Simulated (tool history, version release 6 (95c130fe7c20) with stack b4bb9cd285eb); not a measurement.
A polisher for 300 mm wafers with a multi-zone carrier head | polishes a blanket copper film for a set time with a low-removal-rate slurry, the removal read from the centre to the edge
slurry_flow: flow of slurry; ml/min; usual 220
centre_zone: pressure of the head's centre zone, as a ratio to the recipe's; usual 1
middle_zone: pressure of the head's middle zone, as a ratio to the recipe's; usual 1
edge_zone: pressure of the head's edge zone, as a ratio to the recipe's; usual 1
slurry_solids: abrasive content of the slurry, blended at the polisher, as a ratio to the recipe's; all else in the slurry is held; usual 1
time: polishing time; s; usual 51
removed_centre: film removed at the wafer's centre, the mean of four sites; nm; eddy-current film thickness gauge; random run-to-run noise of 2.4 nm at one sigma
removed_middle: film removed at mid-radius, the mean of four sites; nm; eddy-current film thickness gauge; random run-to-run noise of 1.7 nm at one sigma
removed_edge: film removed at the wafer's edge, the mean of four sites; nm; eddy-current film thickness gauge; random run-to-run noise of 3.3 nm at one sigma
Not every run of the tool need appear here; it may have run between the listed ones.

run,hour,slurry_flow,centre_zone,middle_zone,edge_zone,slurry_solids,time,wafers since the last listed run,wafers polished on this pad,hours since the slurry nozzle was cleaned,hours since the centre zone pressure was calibrated,hours since the edge zone pressure was calibrated,hours since the carrier head's membrane was replaced,"incoming thickness of the incoming film, nm",removed_centre,removed_middle,removed_edge
1,0,220,1,1,1,1,41,0,1962,211.1,558.6,685,291.4,1527,174.9,167.4,174
# hour 5: centre zone pressure recalibrated
2,184.2,220,1,1,1,1,51,1961,3924,395.3,179.2,869.2,475.6,1512.1,205.3,199.7,207.8
# hour 203.8: slurry nozzle cleaned
# hour 222.7: worn pad replaced by a new one
# hour 253: edge zone pressure recalibrated
3,291.4,220,1,1,1,1,51,1078,718,87.6,286.4,38.4,582.8,1509,219.9,214.2,224.6
4,369.3,165,1,1,1,1,51,838,1556,165.5,364.3,116.3,660.7,1512.7,205.4,203.6,213.8
5,428.7,165,1,1,1,1,51,639,2196,224.9,423.7,175.7,720.1,1507.3,203.8,199.3,208.4
6,494.7,190,1,1,1,0.8,51,710,2906,290.9,489.7,241.7,786.1,1504.8,197.8,190.5,199.7
7,543.4,220,1,1,1,1,51,524,3431,339.6,538.4,290.4,834.8,1497.2,207.4,199.4,207.1
# hour 573.5: centre zone pressure recalibrated
# hour 583.8: slurry nozzle cleaned
# hour 594.4: worn pad replaced by a new one
8,598.9,220,1.11,1,0.9,0.8,51,522,48,15.1,25.4,345.9,890.3,1522.8,239.5,211,212.3
9,688.2,220,1.05,1,1,0.75,51,961,1010,104.4,114.7,435.2,979.6,1506.5,221.8,202.8,210
10,724.2,195,1,1,1.04,1,51,387,1397,140.4,150.7,471.2,1015.6,1522.9,210.5,208.9,221.1
11,776,220,1,1,1,1,51,557,1955,192.2,202.5,523,1067.4,1522.9,214.3,204.9,213.7
# hour 807: carrier head's membrane replaced by a new one
12,873.7,220,1,1,1,1.15,67,998,2953,289.9,300.2,620.7,66.7,1512.4,280.8,270.8,286.8
13,933,220,1,1,1,1,51,638,3592,349.2,359.5,680,126,1496.8,203.4,197.9,203.8
# hour 956.8: slurry nozzle cleaned
# hour 982.8: worn pad replaced by a new one
14,1030.7,220,1,0.94,0.92,0.9,57,998,515,73.9,457.2,777.7,223.7,1486.5,243.1,228,246.3
15,1085.9,220,0.9,1,0.94,1,51,594,1110,129.1,512.4,832.9,278.9,1502.4,198.5,214.3,215.3
16,1131.2,220,1,1.08,1,1.15,51,487,1597,174.4,557.7,878.2,324.2,1501.1,225.7,231,221.3
# hour 1184.3: centre zone pressure recalibrated
17,1211.4,220,1,1,1,1,51,841,2439,254.6,27.1,958.4,404.4,1509.5,210.7,202.6,210.6
18,1260.2,220,1.09,1,1,1,51,525,2965,303.4,75.9,1007.2,453.2,1494.9,230,201.1,214.4
19,1319.1,220,1,1,0.93,1,51,634,3599,362.3,134.8,1066.1,512.1,1522,204.7,199.6,204.5
20,1359.9,220,1,1,1,1,51,439,4038,403.1,175.6,1106.9,552.9,1535.7,204.1,199.4,207
# hour 1371.9: edge zone pressure recalibrated
21,1395.9,220,1,1,1,0.8,38,366,4404,439.1,211.6,24,588.9,1516.6,145.5,141.1,148.1
# hour 1452.1: slurry nozzle cleaned
# hour 1471.1: worn pad replaced by a new one
22,1496,220,1,1.04,1,0.9,46,1023,268,43.9,311.7,124.1,689,1521.7,202.6,198.5,195.9

Predict each of these 3 candidate next runs independently; none follows another, all start after run 22:
A,1496.4,220,1,1,1,1,51,4,272,44.3,312.1,124.5,689.4,1527.6,?,?,?
B,1496.4,220,1,0.9,1,1,51,4,272,44.3,312.1,124.5,689.4,1527.6,?,?,?
C,1496.4,220,1.12,1.03,1,1,51,4,272,44.3,312.1,124.5,689.4,1527.6,?,?,?

run,removed_centre,removed_middle,removed_edge
A,221.5,218.9,226.9
B,221.3,201.1,227.2
C,248,224.1,226.8
Had the tool no hidden state, the same runs would have come out as:
run,removed_centre,removed_middle,removed_edge
A,229.3,226,233
B,229.1,207.7,233.3
C,256.7,231.4,232.9

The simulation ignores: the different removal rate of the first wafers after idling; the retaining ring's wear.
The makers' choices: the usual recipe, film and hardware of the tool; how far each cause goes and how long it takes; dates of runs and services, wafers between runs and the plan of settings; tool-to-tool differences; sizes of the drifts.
